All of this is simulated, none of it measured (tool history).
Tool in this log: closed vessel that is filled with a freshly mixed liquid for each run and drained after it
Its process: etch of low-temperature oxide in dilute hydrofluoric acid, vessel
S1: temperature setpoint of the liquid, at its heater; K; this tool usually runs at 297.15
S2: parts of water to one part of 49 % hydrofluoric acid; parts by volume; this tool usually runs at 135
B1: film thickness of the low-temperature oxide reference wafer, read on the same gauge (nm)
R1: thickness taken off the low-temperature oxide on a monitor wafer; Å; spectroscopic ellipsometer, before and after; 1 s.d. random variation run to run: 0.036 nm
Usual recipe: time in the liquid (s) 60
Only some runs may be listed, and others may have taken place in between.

Run 1, hour 0.0: usual settings but time in the liquid (s) 75; B1 143.54. Result: R1 94.1 Å.
Run 2, hour 36.7: usual settings; B1 143.58. Result: R1 74.8 Å.
Run 3, hour 111.5: usual settings; B1 143.87. Result: R1 75.5 Å.
Run 4, hour 167.3: usual settings; B1 144.12. Result: R1 76.1 Å.
Run 5, hour 207.2: usual settings but S1 300.15 K; B1 144.22. Result: R1 84.4 Å.
Run 6, hour 310.8: usual settings but S1 300.15 K; B1 144.63. Result: R1 85.9 Å.
Run 7, hour 384.7: usual settings; B1 144.96. Result: R1 76.3 Å.
At hour 530.8: gauge calibrated.
Run 8, hour 554.3: usual settings; B1 140.37. Result: R1 73.7 Å.
Run 9, hour 617.2: usual settings but S2 180 parts by volume; B1 140.39. Result: R1 52.6 Å.
Run 10, hour 711.4: usual settings but S1 299.15 K, S2 205 parts by volume; B1 140.40. Result: R1 48.3 Å.
Run 11, hour 768.2: usual settings but S2 190 parts by volume; B1 140.40. Result: R1 49.3 Å.
At hour 950.4: thermometer replaced.
Run 12, hour 980.0: usual settings but S1 292.65 K, S2 160 parts by volume; B1 140.55. Result: R1 50.8 Å.
Run 13, hour 1085.5: usual settings; B1 140.60. Result: R1 74.0 Å.
Run 14, hour 1121.6: usual settings; B1 140.66. Result: R1 74.1 Å.
Run 15, hour 1175.7: usual settings; B1 140.69. Result: R1 73.2 Å.
Run 16, hour 1248.2: usual settings; B1 140.75. Result: R1 74.1 Å.
Run 17, hour 1329.5: usual settings but S1 295.15 K, S2 175 parts by volume, time in the liquid (s) 30; B1 140.86. Result: R1 25.4 Å.
At hour 1402.0: hydrofluoric acid flow meter replaced.
Run 18, hour 1407.3: usual settings; B1 141.02. Result: R1 74.3 Å.
Run 19, hour 1461.3: usual settings but S1 293.65 K, time in the liquid (s) 90; B1 141.05. Result: R1 96.2 Å.
Run 20, hour 1549.6: usual settings but S2 185 parts by volume; B1 141.15. Result: R1 51.0 Å.
Run 21, hour 1613.5: usual settings but S1 299.15 K, S2 175 parts by volume, time in the liquid (s) 35; B1 141.28. Result: R1 34.2 Å.
Run 22, hour 1703.4: usual settings but S1 300.65 K, S2 160 parts by volume, time in the liquid (s) 30; B1 141.50. Result: R1 34.6 Å.
Run 23, hour 1747.7: usual settings but S1 292.65 K, S2 175 parts by volume; B1 141.54. Result: R1 46.0 Å.
Run 24, hour 1840.8: usual settings but S1 300.65 K, S2 115 parts by volume, time in the liquid (s) 40; B1 141.72. Result: R1 67.8 Å.
Run 25, hour 1947.9: usual settings; B1 141.96. Result: R1 74.4 Å.
Run 26, hour 1997.7: usual settings; B1 142.07. Result: R1 75.0 Å.
Run 27, hour 2105.6: usual settings but S2 115 parts by volume; B1 142.29. Result: R1 89.7 Å.
Run 28, hour 2167.5: usual settings but time in the liquid (s) 45; B1 142.46. Result: R1 56.1 Å.
Run 29, hour 2272.5: usual settings but S1 293.15 K; B1 142.74. Result: R1 63.5 Å.
Run 30, hour 2313.2: usual settings but S2 95 parts by volume, time in the liquid (s) 95; B1 142.91. Result: R1 178.3 Å.
Run 31, hour 2371.1: usual settings but S1 301.15 K; B1 143.02. Result: R1 86.8 Å.
Run 32, hour 2427.4: usual settings but S1 299.15 K, S2 200 parts by volume, time in the liquid (s) 45; B1 143.22. Result: R1 37.7 Å.
Run 33, hour 2492.7: usual settings but S2 100 parts by volume; B1 143.43. Result: R1 106.3 Å.

Forecast each of these 3 alternatives for the next run:
Run A, hour 2493.4: usual settings; B1 ?. Result: R1 ?.
Run B, hour 2493.4: usual settings but S1 298.65 K, S2 100 parts by volume, time in the liquid (s) 35; B1 ?. Result: R1 ?.
Run C, hour 2493.4: usual settings but S1 298.65 K, S2 175 parts by volume; B1 ?. Result: R1 ?.

run      B1    R1
  A  143.37  75.4
  B  143.37  65.7
  C  143.37  58.8
What these runs would have given with no unlogged condition in the tool:
run    R1
  A  73.6
  B  64.1
  C  57.4

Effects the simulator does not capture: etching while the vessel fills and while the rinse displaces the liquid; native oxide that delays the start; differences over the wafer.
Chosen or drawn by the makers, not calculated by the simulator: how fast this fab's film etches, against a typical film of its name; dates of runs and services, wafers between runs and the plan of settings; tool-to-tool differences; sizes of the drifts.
